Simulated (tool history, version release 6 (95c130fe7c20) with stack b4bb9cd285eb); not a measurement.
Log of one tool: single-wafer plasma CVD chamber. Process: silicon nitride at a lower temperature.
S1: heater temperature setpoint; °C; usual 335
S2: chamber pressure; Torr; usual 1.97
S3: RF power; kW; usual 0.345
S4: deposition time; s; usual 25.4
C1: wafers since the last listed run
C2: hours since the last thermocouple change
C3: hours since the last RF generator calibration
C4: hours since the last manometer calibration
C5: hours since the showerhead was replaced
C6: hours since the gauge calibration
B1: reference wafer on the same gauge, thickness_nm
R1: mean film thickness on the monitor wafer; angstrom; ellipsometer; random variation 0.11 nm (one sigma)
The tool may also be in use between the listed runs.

run	hour	S1	S2	S3	S4	C1	C2	C3	C4	C5	C6	B1	R1
1	0.0	335	1.97	0.345	25.4	0	1981.0	1971.6	1963.1	6337.2	444.7	33.981	340.97
2	101.5	335	1.97	0.345	25.4	2056	2082.5	2073.1	2064.6	6438.7	546.2	34.005	340.78
3	196.2	335	1.97	0.345	25.4	1919	2177.2	2167.8	2159.3	6533.4	640.9	34.007	341.63
4	276.1	335	1.97	0.345	22.2	1619	2257.1	2247.7	2239.2	6613.3	720.8	34.021	299.58
5	342.7	335	1.97	0.345	22.2	1349	2323.7	2314.3	2305.8	6679.9	787.4	33.976	300.29
6	395.4	335	1.97	0.345	25.4	1067	2376.4	2367.0	2358.5	6732.6	840.1	33.993	342.24
# hour 414.2: RF generator calibrated
7	485.9	335	2.31	0.385	25.4	1671	2466.9	71.7	2449.0	6823.1	930.6	34.003	389.45
# hour 520.8: thermocouple changed; heater temperature recalibrated
8	574.2	335	1.97	0.345	23.0	1627	53.4	160.0	2537.3	6911.4	1018.9	34.010	320.68
# hour 606.4: capacitance manometer re-zeroed and calibrated
9	680.0	348	1.97	0.345	25.4	1981	159.2	265.8	73.6	7017.2	1124.7	34.005	352.37
10	737.3	324	1.80	0.400	23.4	1161	216.5	323.1	130.9	7074.5	1182.0	34.005	343.58
11	794.8	340	1.97	0.345	25.4	1165	274.0	380.6	188.4	7132.0	1239.5	34.003	349.08
# hour 801.2: gauge calibrated
# hour 828.2: showerhead replaced
12	881.8	335	1.53	0.345	25.4	1600	361.0	467.6	275.4	53.6	80.6	33.950	331.26
13	982.5	335	1.64	0.345	20.5	2040	461.7	568.3	376.1	154.3	181.3	33.960	269.82
14	1065.6	335	1.64	0.345	20.5	1684	544.8	651.4	459.2	237.4	264.4	34.006	268.24
15	1137.7	349	1.97	0.345	26.9	1461	616.9	723.5	531.3	309.5	336.5	34.023	365.56
16	1183.8	335	1.97	0.345	22.2	934	663.0	769.6	577.4	355.6	382.6	34.032	305.83
17	1283.3	335	1.97	0.400	20.5	2016	762.5	869.1	676.9	455.1	482.1	34.011	303.35

How the hidden state differs across the entries between the runs, from the last listed run before each to the first after it:
Between runs 6 and 7: RF generator calibrated (hour 414.2)
  delivered RF power above the setpoint (%): -8.22 -> -1
  measured less the result without the state, R1: -15.16 -> -1.98 angstrom
Between runs 7 and 8: thermocouple changed; heater temperature recalibrated (hour 520.8)
  delivered RF power above the setpoint (%): -1 -> -1.76
  measured less the result without the state, R1: -1.98 -> -2.86 angstrom
Between runs 8 and 9: capacitance manometer re-zeroed and calibrated (hour 606.4)
  delivered RF power above the setpoint (%): -1.76 -> -2.56
  measured less the result without the state, R1: -2.86 -> -4.62 angstrom
Between runs 11 and 12: gauge calibrated (hour 801.2); showerhead replaced (hour 828.2)
  delivered RF power above the setpoint (%): -3.33 -> -3.85
  measured less the result without the state, R1: -5.99 -> -6.59 angstrom
